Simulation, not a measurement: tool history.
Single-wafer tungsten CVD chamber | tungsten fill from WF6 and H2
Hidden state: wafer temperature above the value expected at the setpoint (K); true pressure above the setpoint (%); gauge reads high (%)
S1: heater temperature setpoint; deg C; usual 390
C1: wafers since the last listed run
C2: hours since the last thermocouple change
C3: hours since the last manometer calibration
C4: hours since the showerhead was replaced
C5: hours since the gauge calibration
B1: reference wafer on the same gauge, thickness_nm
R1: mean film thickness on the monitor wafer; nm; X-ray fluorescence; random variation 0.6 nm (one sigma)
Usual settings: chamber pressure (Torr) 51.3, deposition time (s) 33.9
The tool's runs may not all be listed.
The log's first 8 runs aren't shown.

{"hour": 384.2, "done": "showerhead replaced"}
{"run": 9, "hour": 491.8, "S1": 390, "chamber pressure (Torr)": 51.3, "deposition time (s)": 33.9, "C1": 2161, "C2": 2911.5, "C3": 1756.2, "C4": 107.6, "C5": 2037.6, "B1": 88.954, "R1": 97.164}
{"hour": 590.6, "done": "gauge calibrated"}
{"hour": 691.5, "done": "thermocouple changed; heater temperature recalibrated"}
{"run": 10, "hour": 692.0, "S1": 390, "chamber pressure (Torr)": 51.3, "deposition time (s)": 33.9, "C1": 2718, "C2": 0.5, "C3": 1956.4, "C4": 307.8, "C5": 101.4, "B1": 89.086, "R1": 107.503}
{"run": 11, "hour": 730.0, "S1": 390, "chamber pressure (Torr)": 56.6, "deposition time (s)": 33.9, "C1": 537, "C2": 38.5, "C3": 1994.4, "C4": 345.8, "C5": 139.4, "B1": 89.06, "R1": 112.865}
{"run": 12, "hour": 757.8, "S1": 385, "chamber pressure (Torr)": 51.3, "deposition time (s)": 33.9, "C1": 393, "C2": 66.3, "C3": 2022.2, "C4": 373.6, "C5": 167.2, "B1": 89.02, "R1": 96.495}
{"run": 13, "hour": 793.7, "S1": 387, "chamber pressure (Torr)": 51.3, "deposition time (s)": 33.9, "C1": 507, "C2": 102.2, "C3": 2058.1, "C4": 409.5, "C5": 203.1, "B1": 88.967, "R1": 100.839}
{"run": 14, "hour": 855.8, "S1": 390, "chamber pressure (Torr)": 51.3, "deposition time (s)": 33.9, "C1": 878, "C2": 164.3, "C3": 2120.2, "C4": 471.6, "C5": 265.2, "B1": 88.984, "R1": 105.23}
{"run": 15, "hour": 885.0, "S1": 390, "chamber pressure (Torr)": 51.3, "deposition time (s)": 33.9, "C1": 412, "C2": 193.5, "C3": 2149.4, "C4": 500.8, "C5": 294.4, "B1": 88.964, "R1": 105.767}
{"run": 16, "hour": 971.6, "S1": 402, "chamber pressure (Torr)": 57.1, "deposition time (s)": 33.9, "C1": 1224, "C2": 280.1, "C3": 2236.0, "C4": 587.4, "C5": 381.0, "B1": 89.144, "R1": 136.063}
{"run": 17, "hour": 1025.8, "S1": 379, "chamber pressure (Torr)": 62.0, "deposition time (s)": 33.9, "C1": 766, "C2": 334.3, "C3": 2290.2, "C4": 641.6, "C5": 435.2, "B1": 88.872, "R1": 95.376}
{"run": 18, "hour": 1093.4, "S1": 382, "chamber pressure (Torr)": 51.3, "deposition time (s)": 33.9, "C1": 956, "C2": 401.9, "C3": 2357.8, "C4": 709.2, "C5": 502.8, "B1": 88.955, "R1": 91.007}
{"run": 19, "hour": 1128.7, "S1": 390, "chamber pressure (Torr)": 51.3, "deposition time (s)": 33.9, "C1": 499, "C2": 437.2, "C3": 2393.1, "C4": 744.5, "C5": 538.1, "B1": 89.002, "R1": 103.874}
{"run": 20, "hour": 1174.7, "S1": 390, "chamber pressure (Torr)": 51.3, "deposition time (s)": 33.9, "C1": 650, "C2": 483.2, "C3": 2439.1, "C4": 790.5, "C5": 584.1, "B1": 88.947, "R1": 103.714}
{"run": 21, "hour": 1227.7, "S1": 390, "chamber pressure (Torr)": 51.3, "deposition time (s)": 33.9, "C1": 749, "C2": 536.2, "C3": 2492.1, "C4": 843.5, "C5": 637.1, "B1": 89.154, "R1": 103.817}
{"run": 22, "hour": 1299.0, "S1": 390, "chamber pressure (Torr)": 51.3, "deposition time (s)": 36.1, "C1": 1008, "C2": 607.5, "C3": 2563.4, "C4": 914.8, "C5": 708.4, "B1": 89.021, "R1": 110.198}
{"hour": 1338.9, "done": "capacitance manometer re-zeroed and calibrated"}
{"run": 23, "hour": 1364.0, "S1": 395, "chamber pressure (Torr)": 61.1, "deposition time (s)": 33.9, "C1": 806, "C2": 672.5, "C3": 25.1, "C4": 979.8, "C5": 773.4, "B1": 89.003, "R1": 128.036}
{"run": 24, "hour": 1391.2, "S1": 400, "chamber pressure (Torr)": 41.1, "deposition time (s)": 30.1, "C1": 384, "C2": 699.7, "C3": 52.3, "C4": 1007.0, "C5": 800.6, "B1": 88.991, "R1": 98.074}
{"run": 25, "hour": 1457.4, "S1": 382, "chamber pressure (Torr)": 51.3, "deposition time (s)": 33.9, "C1": 936, "C2": 765.9, "C3": 118.5, "C4": 1073.2, "C5": 866.8, "B1": 89.07, "R1": 92.886}
{"run": 26, "hour": 1525.6, "S1": 377, "chamber pressure (Torr)": 51.3, "deposition time (s)": 29.6, "C1": 964, "C2": 834.1, "C3": 186.7, "C4": 1141.4, "C5": 935.0, "B1": 88.949, "R1": 73.815}
{"run": 27, "hour": 1555.9, "S1": 390, "chamber pressure (Torr)": 51.3, "deposition time (s)": 33.9, "C1": 428, "C2": 864.4, "C3": 217.0, "C4": 1171.7, "C5": 965.3, "B1": 88.976, "R1": 107.333}
{"run": 28, "hour": 1586.2, "S1": 390, "chamber pressure (Torr)": 62.3, "deposition time (s)": 33.9, "C1": 428, "C2": 894.7, "C3": 247.3, "C4": 1202.0, "C5": 995.6, "B1": 89.057, "R1": 117.244}
{"run": 29, "hour": 1614.1, "S1": 385, "chamber pressure (Torr)": 51.3, "deposition time (s)": 37.5, "C1": 394, "C2": 922.6, "C3": 275.2, "C4": 1229.9, "C5": 1023.5, "B1": 88.969, "R1": 106.358}

Run 30 comes next. What will it give?
{"run": 30, "hour": 1657.4, "S1": 403, "chamber pressure (Torr)": 51.3, "deposition time (s)": 33.9, "C1": 612, "C2": 965.9, "C3": 318.5, "C4": 1273.2, "C5": 1066.8, "B1": "?", "R1": "?"}

B1: 89.019
R1: 132.490 nm
Without the tool's hidden state the same run would have given R1 135.954 nm.

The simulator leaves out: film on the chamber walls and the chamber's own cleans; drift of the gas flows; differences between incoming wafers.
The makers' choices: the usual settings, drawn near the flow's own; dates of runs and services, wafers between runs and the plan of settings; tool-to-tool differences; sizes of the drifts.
